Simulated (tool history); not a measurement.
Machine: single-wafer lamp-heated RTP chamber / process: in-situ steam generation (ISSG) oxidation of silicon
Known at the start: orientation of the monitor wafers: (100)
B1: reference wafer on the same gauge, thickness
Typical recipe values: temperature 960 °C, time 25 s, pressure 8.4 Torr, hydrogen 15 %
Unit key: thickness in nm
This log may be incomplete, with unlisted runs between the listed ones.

run 1 day=0 | temperature=960 time=25 pressure=9.3 hydrogen=15 | B1=5.622 | thickness=4.885
-- day=1.271 pyrometer window cleaned and pyrometer calibrated
run 2 day=1.292 | temperature=960 time=25 pressure=8.4 hydrogen=15 | B1=5.624 | thickness=4.808
run 3 day=2.179 | temperature=960 time=25 pressure=8.4 hydrogen=15 | B1=5.619 | thickness=4.854
run 4 day=3.054 | temperature=960 time=25 pressure=7.3 hydrogen=15 | B1=5.623 | thickness=4.887
run 5 day=4.071 | temperature=960 time=25 pressure=8.4 hydrogen=11 | B1=5.625 | thickness=4.592
run 6 day=5.467 | temperature=960 time=25 pressure=8.4 hydrogen=11 | B1=5.62 | thickness=4.643
run 7 day=6.688 | temperature=960 time=25 pressure=8.4 hydrogen=11 | B1=5.624 | thickness=4.66
run 8 day=7.538 | temperature=960 time=25 pressure=8.4 hydrogen=15 | B1=5.623 | thickness=4.947
run 9 day=8.746 | temperature=960 time=25 pressure=8.4 hydrogen=23 | B1=5.62 | thickness=5.409
run 10 day=9.771 | temperature=960 time=25 pressure=7.8 hydrogen=11 | B1=5.619 | thickness=4.634
run 11 day=10.446 | temperature=949 time=21 pressure=7.6 hydrogen=12 | B1=5.626 | thickness=4.225
-- day=11.217 pressure gauge zeroed
-- day=11.558 pyrometer window cleaned and pyrometer calibrated
run 12 day=11.792 | temperature=970 time=25 pressure=8.4 hydrogen=15 | B1=5.619 | thickness=5.021
run 13 day=13.129 | temperature=960 time=25 pressure=8.4 hydrogen=15 | B1=5.619 | thickness=4.858
run 14 day=13.892 | temperature=960 time=23 pressure=8.4 hydrogen=15 | B1=5.621 | thickness=4.695
run 15 day=14.688 | temperature=960 time=25 pressure=8.4 hydrogen=15 | B1=5.618 | thickness=4.891
-- day=14.862 gauge calibrated
run 16 day=15.671 | temperature=949 time=25 pressure=8 hydrogen=15 | B1=5.618 | thickness=4.735
run 17 day=16.475 | temperature=966 time=25 pressure=8.4 hydrogen=15 | B1=5.618 | thickness=5.015
-- day=17.908 hydrogen flow controller replaced
run 18 day=17.929 | temperature=960 time=25 pressure=8.8 hydrogen=15 | B1=5.62 | thickness=4.934
run 19 day=18.304 | temperature=960 time=25 pressure=8.4 hydrogen=15 | B1=5.62 | thickness=4.914
run 20 day=19.512 | temperature=950 time=21 pressure=8.4 hydrogen=15 | B1=5.62 | thickness=4.427
run 21 day=20.492 | temperature=967 time=35 pressure=9.8 hydrogen=15 | B1=5.62 | thickness=5.921
-- day=21.329 pyrometer window cleaned and pyrometer calibrated
run 22 day=21.983 | temperature=968 time=25 pressure=8.4 hydrogen=15 | B1=5.624 | thickness=4.96
run 23 day=23.229 | temperature=960 time=25 pressure=8.4 hydrogen=24 | B1=5.623 | thickness=5.396
run 24 day=23.925 | temperature=960 time=23 pressure=8.4 hydrogen=15 | B1=5.617 | thickness=4.711
run 25 day=24.5 | temperature=979 time=25 pressure=8.4 hydrogen=15 | B1=5.623 | thickness=5.258
run 26 day=25.558 | temperature=960 time=21 pressure=8.4 hydrogen=24 | B1=5.622 | thickness=5.062
run 27 day=26.408 | temperature=960 time=25 pressure=8.4 hydrogen=19 | B1=5.62 | thickness=5.179
run 28 day=27.008 | temperature=960 time=25 pressure=7.8 hydrogen=15 | B1=5.615 | thickness=4.934
run 29 day=27.875 | temperature=978 time=25 pressure=8.4 hydrogen=15 | B1=5.621 | thickness=5.284
run 30 day=29.317 | temperature=960 time=25 pressure=8.9 hydrogen=15 | B1=5.617 | thickness=4.953
-- day=30.233 pyrometer window cleaned and pyrometer calibrated
run 31 day=30.35 | temperature=960 time=25 pressure=8.4 hydrogen=15 | B1=5.622 | thickness=4.843
run 32 day=31.367 | temperature=960 time=25 pressure=8.4 hydrogen=15 | B1=5.617 | thickness=4.842

A few steps of thickness between consecutive runs. Split each: what settings, incoming material and random variation would produce without the hidden state, and what is left over for the hidden state, along with gauge scatter present in only one of the two compared results (measured, and without hidden state):
Hidden conditions of the tool in this case: true wafer temperature minus pyrometer reading, K; true pressure minus gauge reading, Torr; deviation of the hydrogen flow from its setpoint, %; gauge reads high (%).
Run 1 -> 2: pressure 9.3 -> 8.4, pyrometer window cleaned and pyrometer calibrated. thickness -0.077 nm: hidden state -0.138, all else +0.061.
Run 11 -> 12: temperature 949 -> 970, time 21 -> 25, pressure 7.6 -> 8.4, hydrogen 12 -> 15, pressure gauge zeroed, pyrometer window cleaned and pyrometer calibrated. thickness +0.796 nm: hidden state -0.101, all else +0.897.
Run 20 -> 21: temperature 950 -> 967, time 21 -> 35, pressure 8.4 -> 9.8. thickness +1.494 nm: hidden state +0.084, all else +1.41.
Run 21 -> 22: temperature 967 -> 968, time 35 -> 25, pressure 9.8 -> 8.4, pyrometer window cleaned and pyrometer calibrated. thickness -0.961 nm: hidden state -0.165, all else -0.796.
Run 30 -> 31: pressure 8.9 -> 8.4, pyrometer window cleaned and pyrometer calibrated. thickness -0.11 nm: hidden state -0.127, all else +0.017.
